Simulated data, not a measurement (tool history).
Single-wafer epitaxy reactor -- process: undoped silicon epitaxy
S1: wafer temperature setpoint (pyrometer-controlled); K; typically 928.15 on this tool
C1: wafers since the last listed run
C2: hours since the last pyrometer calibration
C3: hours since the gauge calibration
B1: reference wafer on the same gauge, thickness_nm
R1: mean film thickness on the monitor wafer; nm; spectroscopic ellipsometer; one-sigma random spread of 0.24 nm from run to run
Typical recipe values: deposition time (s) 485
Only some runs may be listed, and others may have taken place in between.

run 1 hour=0 | S1=928.15 deposition_time_(s)=485 | C1=0 C2=1731 C3=108.4 | B1=112.631 | R1=88.329
run 2 hour=9.5 | S1=928.15 deposition_time_(s)=485 | C1=38 C2=1740.5 C3=117.9 | B1=112.679 | R1=87.784
-- hour=12.1 gauge calibrated
run 3 hour=23.6 | S1=928.15 deposition_time_(s)=485 | C1=56 C2=1754.6 C3=11.5 | B1=112.586 | R1=87.774
run 4 hour=38.9 | S1=928.15 deposition_time_(s)=485 | C1=61 C2=1769.9 C3=26.8 | B1=112.553 | R1=87.752
run 5 hour=49 | S1=928.15 deposition_time_(s)=485 | C1=40 C2=1780 C3=36.9 | B1=112.508 | R1=87.626
-- hour=62.4 pyrometer calibrated
run 6 hour=62.9 | S1=928.15 deposition_time_(s)=485 | C1=23 C2=0.5 C3=50.8 | B1=112.57 | R1=99.934
run 7 hour=68.9 | S1=928.15 deposition_time_(s)=485 | C1=24 C2=6.5 C3=56.8 | B1=112.627 | R1=99.897
run 8 hour=81.4 | S1=924.15 deposition_time_(s)=485 | C1=50 C2=19 C3=69.3 | B1=112.587 | R1=92.898
run 9 hour=93.8 | S1=932.15 deposition_time_(s)=543 | C1=49 C2=31.4 C3=81.7 | B1=112.509 | R1=120.351
run 10 hour=108 | S1=935.15 deposition_time_(s)=515 | C1=56 C2=45.6 C3=95.9 | B1=112.676 | R1=120.353
run 11 hour=121.1 | S1=919.15 deposition_time_(s)=558 | C1=52 C2=58.7 C3=109 | B1=112.684 | R1=96.347
-- hour=130.4 gauge calibrated
run 12 hour=138.2 | S1=934.15 deposition_time_(s)=439 | C1=68 C2=75.8 C3=7.8 | B1=112.586 | R1=100.76
run 13 hour=154.7 | S1=928.15 deposition_time_(s)=485 | C1=66 C2=92.3 C3=24.3 | B1=112.594 | R1=99.026
run 14 hour=175.3 | S1=928.15 deposition_time_(s)=485 | C1=82 C2=112.9 C3=44.9 | B1=112.658 | R1=98.684

Forecast each of these 5 alternatives for the next run:
run A hour=175.8 | S1=928.15 deposition_time_(s)=485 | C1=2 C2=113.4 C3=45.4 | B1=? | R1=?
run B hour=175.8 | S1=942.15 deposition_time_(s)=433 | C1=2 C2=113.4 C3=45.4 | B1=? | R1=?
run C hour=175.8 | S1=941.15 deposition_time_(s)=417 | C1=2 C2=113.4 C3=45.4 | B1=? | R1=?
run D hour=175.8 | S1=937.15 deposition_time_(s)=521 | C1=2 C2=113.4 C3=45.4 | B1=? | R1=?
run E hour=175.8 | S1=938.15 deposition_time_(s)=441 | C1=2 C2=113.4 C3=45.4 | B1=? | R1=?

run=A B1=112.647 R1=98.812
run=B B1=112.647 R1=114.653
run=C B1=112.647 R1=108.393
run=D B1=112.647 R1=125.726
run=E B1=112.647 R1=108.422
The same runs, with their run-to-run variation unchanged, on a tool lacking any hidden condition would have given:
run=A R1=98.949
run=B R1=114.807
run=C R1=108.539
run=D R1=125.897
run=E R1=108.57
